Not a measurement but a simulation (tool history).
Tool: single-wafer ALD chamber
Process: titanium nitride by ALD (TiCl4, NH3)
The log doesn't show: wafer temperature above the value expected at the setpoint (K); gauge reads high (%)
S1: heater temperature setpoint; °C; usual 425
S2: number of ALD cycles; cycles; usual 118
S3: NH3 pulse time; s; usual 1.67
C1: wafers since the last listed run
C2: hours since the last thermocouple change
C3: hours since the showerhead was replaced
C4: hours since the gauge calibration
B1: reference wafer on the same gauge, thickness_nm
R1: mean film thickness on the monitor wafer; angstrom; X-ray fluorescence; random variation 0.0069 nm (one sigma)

run    hour   S1   S2    S3   C1      C2      C3      C4     B1     R1
  1       0  425  118  1.67    0  1177.6  4933.4  1058.2  2.923  26.65
  2      58  425  118  1.42  143  1235.6  4991.4  1116.2   2.92  26.47
  3     146  425  118  1.42  217  1323.6  5079.4  1204.2  2.919  26.49
  4   200.9  425  118  1.67  135  1378.5  5134.3  1259.1  2.917  26.48
  5   275.6  425  118  1.67  184  1453.2    5209  1333.8  2.916  26.51
  6   339.2  425  118  1.67  156  1516.8  5272.6  1397.4  2.914  26.57
  7   387.9  425  118  1.67  120  1565.5  5321.3  1446.1  2.915  26.47
  8   449.7  425  118  1.67  152  1627.3  5383.1  1507.9  2.912  26.46
  9   546.9  425  118  1.67  239  1724.5  5480.3  1605.1  2.912  26.59
 10   616.3  425  118  1.67  171  1793.9  5549.7  1674.5  2.912   26.5
 11   692.4  425  118  1.67  187    1870  5625.8  1750.6  2.911  26.64
 12   797.1  425  118  1.67  258  1974.7  5730.5  1855.3  2.908  26.47
      798.1  -- gauge calibrated
 13   876.8  415  118  1.67  196  2054.4  5810.2    78.7  3.005  27.27
 14   948.2  415  118  1.67  176  2125.8  5881.6   150.1  2.997  27.22
 15  1015.8  425  118  1.67  166  2193.4  5949.2   217.7  2.991  27.22
 16  1088.1  414  118  2.23  178  2265.7  6021.5     290  2.982  27.22
 17    1195  413   97  1.86  263  2372.6  6128.4   396.9  2.973  22.15
 18  1250.5  418  118  1.67  136  2428.1  6183.9   452.4   2.97  26.79
 19  1319.5  425  118  1.67  170  2497.1  6252.9   521.4  2.966  27.05
 20  1403.2  420  118  1.94  206  2580.8  6336.6   605.1   2.96  26.96
     1505.5  -- showerhead replaced
 21  1599.7  425  118  1.67  464  2777.3    94.2   801.6   2.95     27
     1670.1  -- thermocouple changed; heater temperature recalibrated
 22  1730.8  425  118  1.67  303    60.7   225.3   932.7  2.946  26.77
 23  1827.4  412  118  1.67  238   157.3   321.9  1029.3  2.942  26.59
 24  2003.8  436  118  1.86  435   333.7   498.3  1205.7  2.938  26.74
 25  2101.1  414  141  2.05  239     431   595.6    1303  2.937  32.05
 26  2173.1  417  104  1.13  177     503   667.6    1375  2.935  23.37
 27  2259.9  420  128  2.32  214   589.8   754.4  1461.8  2.934     29
 28    2336  420  128  2.32  187   665.9   830.5  1537.9  2.933  29.19

3 ways to go on from here, each from the tool as it stands after run 28. What would each give?
  A  2336.7  425  118  1.97   1  666.6  831.2  1538.6   ?   ?
  B  2336.7  425  118  1.21   1  666.6  831.2  1538.6   ?   ?
  C  2336.7  411  118  1.67   1  666.6  831.2  1538.6   ?   ?

run     B1     R1
  A  2.933  26.82
  B  2.933  26.57
  C  2.933  26.55
Without the tool's hidden state the same runs would have given:
run     R1
  A  27.53
  B  27.28
  C  27.25
